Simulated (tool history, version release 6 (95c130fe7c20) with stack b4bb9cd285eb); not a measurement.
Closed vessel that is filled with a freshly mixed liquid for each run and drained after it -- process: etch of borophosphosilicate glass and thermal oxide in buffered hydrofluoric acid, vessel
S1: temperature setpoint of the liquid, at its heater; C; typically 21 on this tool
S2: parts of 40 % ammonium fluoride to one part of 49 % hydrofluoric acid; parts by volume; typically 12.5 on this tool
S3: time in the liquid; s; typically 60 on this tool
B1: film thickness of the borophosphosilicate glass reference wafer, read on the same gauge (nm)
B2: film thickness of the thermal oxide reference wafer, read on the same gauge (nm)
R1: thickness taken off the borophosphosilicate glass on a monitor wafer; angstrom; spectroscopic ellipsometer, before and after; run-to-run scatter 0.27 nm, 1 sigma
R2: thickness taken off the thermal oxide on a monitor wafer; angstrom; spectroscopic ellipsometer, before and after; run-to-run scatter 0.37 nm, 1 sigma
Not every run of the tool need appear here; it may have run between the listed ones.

{"run": 1, "hour": 0.0, "S1": 18.5, "S2": 12.5, "S3": 60, "B1": 100.01, "B2": 60, "R1": 445.6, "R2": 415.9}
{"run": 2, "hour": 52.7, "S1": 18.5, "S2": 12.5, "S3": 60, "B1": 99.99, "B2": 59.98, "R1": 447.8, "R2": 423.1}
{"run": 3, "hour": 82.2, "S1": 21, "S2": 12.5, "S3": 60, "B1": 99.97, "B2": 59.96, "R1": 512.7, "R2": 488.4}
{"run": 4, "hour": 136.0, "S1": 21, "S2": 12.5, "S3": 60, "B1": 100.04, "B2": 60.01, "R1": 515, "R2": 483.2}
{"run": 5, "hour": 192.9, "S1": 21, "S2": 12.5, "S3": 60, "B1": 100.01, "B2": 59.97, "R1": 518.5, "R2": 487.2}
{"run": 6, "hour": 217.6, "S1": 21, "S2": 12.5, "S3": 60, "B1": 100, "B2": 59.96, "R1": 525, "R2": 484.5}
{"run": 7, "hour": 250.0, "S1": 19, "S2": 10, "S3": 60, "B1": 100, "B2": 60.02, "R1": 580.6, "R2": 546.6}
{"run": 8, "hour": 291.1, "S1": 24.5, "S2": 12.5, "S3": 60, "B1": 99.98, "B2": 59.98, "R1": 628.6, "R2": 599.7}
{"run": 9, "hour": 350.5, "S1": 24.5, "S2": 12.5, "S3": 45, "B1": 99.96, "B2": 59.99, "R1": 472.1, "R2": 448.4}
{"run": 10, "hour": 392.2, "S1": 17.5, "S2": 15.5, "S3": 45, "B1": 99.99, "B2": 60, "R1": 262.4, "R2": 246.8}
{"run": 11, "hour": 461.6, "S1": 23.5, "S2": 10.5, "S3": 60, "B1": 100, "B2": 60, "R1": 716.3, "R2": 679}
{"hour": 520.7, "done": "thermometer replaced"}
{"run": 12, "hour": 524.0, "S1": 21, "S2": 9, "S3": 60, "B1": 100, "B2": 60.02, "R1": 680.7, "R2": 636.8}
{"run": 13, "hour": 583.5, "S1": 21, "S2": 12.5, "S3": 60, "B1": 100.01, "B2": 60.03, "R1": 511.4, "R2": 483.5}
{"hour": 633.0, "done": "hydrofluoric acid flow meter replaced"}
{"run": 14, "hour": 639.1, "S1": 26, "S2": 16.5, "S3": 85, "B1": 100, "B2": 60, "R1": 723.8, "R2": 683.7}
{"run": 15, "hour": 692.1, "S1": 25.5, "S2": 14.5, "S3": 60, "B1": 100, "B2": 60.06, "R1": 569.8, "R2": 534.9}
{"run": 16, "hour": 738.2, "S1": 17, "S2": 12.5, "S3": 60, "B1": 99.97, "B2": 59.97, "R1": 416.4, "R2": 388.3}
{"run": 17, "hour": 773.9, "S1": 21, "S2": 12.5, "S3": 60, "B1": 99.99, "B2": 59.97, "R1": 521, "R2": 492}
{"hour": 814.1, "done": "gauge calibrated"}
{"run": 18, "hour": 823.9, "S1": 21, "S2": 9, "S3": 60, "B1": 99.99, "B2": 59.99, "R1": 689.7, "R2": 654}
{"run": 19, "hour": 969.8, "S1": 22.5, "S2": 12.5, "S3": 90, "B1": 100, "B2": 60.01, "R1": 849, "R2": 799.6}
{"run": 20, "hour": 1028.3, "S1": 21, "S2": 12.5, "S3": 30, "B1": 100.02, "B2": 60.03, "R1": 262.7, "R2": 248.3}
{"hour": 1040.0, "done": "thermometer replaced"}
{"run": 21, "hour": 1072.5, "S1": 17, "S2": 11, "S3": 75, "B1": 99.97, "B2": 60.01, "R1": 582, "R2": 542.2}
{"run": 22, "hour": 1120.8, "S1": 21, "S2": 12.5, "S3": 60, "B1": 100.03, "B2": 60.02, "R1": 512.3, "R2": 482.7}
{"run": 23, "hour": 1160.9, "S1": 21, "S2": 12.5, "S3": 60, "B1": 99.98, "B2": 59.98, "R1": 517, "R2": 477.7}
{"run": 24, "hour": 1207.0, "S1": 23, "S2": 10.5, "S3": 50, "B1": 100.02, "B2": 60.03, "R1": 573.3, "R2": 532.1}

Hidden state, per run?
hydrofluoric acid flow below the setpoint (%): 0 across all the runs
gauge reads high (%): 0 across all the runs
H1: liquid hotter than its thermometer reads (K)
run=1 H1=0.105
run=2 H1=0.163
run=3 H1=0.195
run=4 H1=0.255
run=5 H1=0.317
run=6 H1=0.344
run=7 H1=0.38
run=8 H1=0.425
run=9 H1=0.491
run=10 H1=0.536
run=11 H1=0.613
run=12 H1=0.07
run=13 H1=0.135
run=14 H1=0.197
run=15 H1=0.255
run=16 H1=0.306
run=17 H1=0.345
run=18 H1=0.4
run=19 H1=0.56
run=20 H1=0.625
run=21 H1=0.137
run=22 H1=0.19
run=23 H1=0.235
run=24 H1=0.285
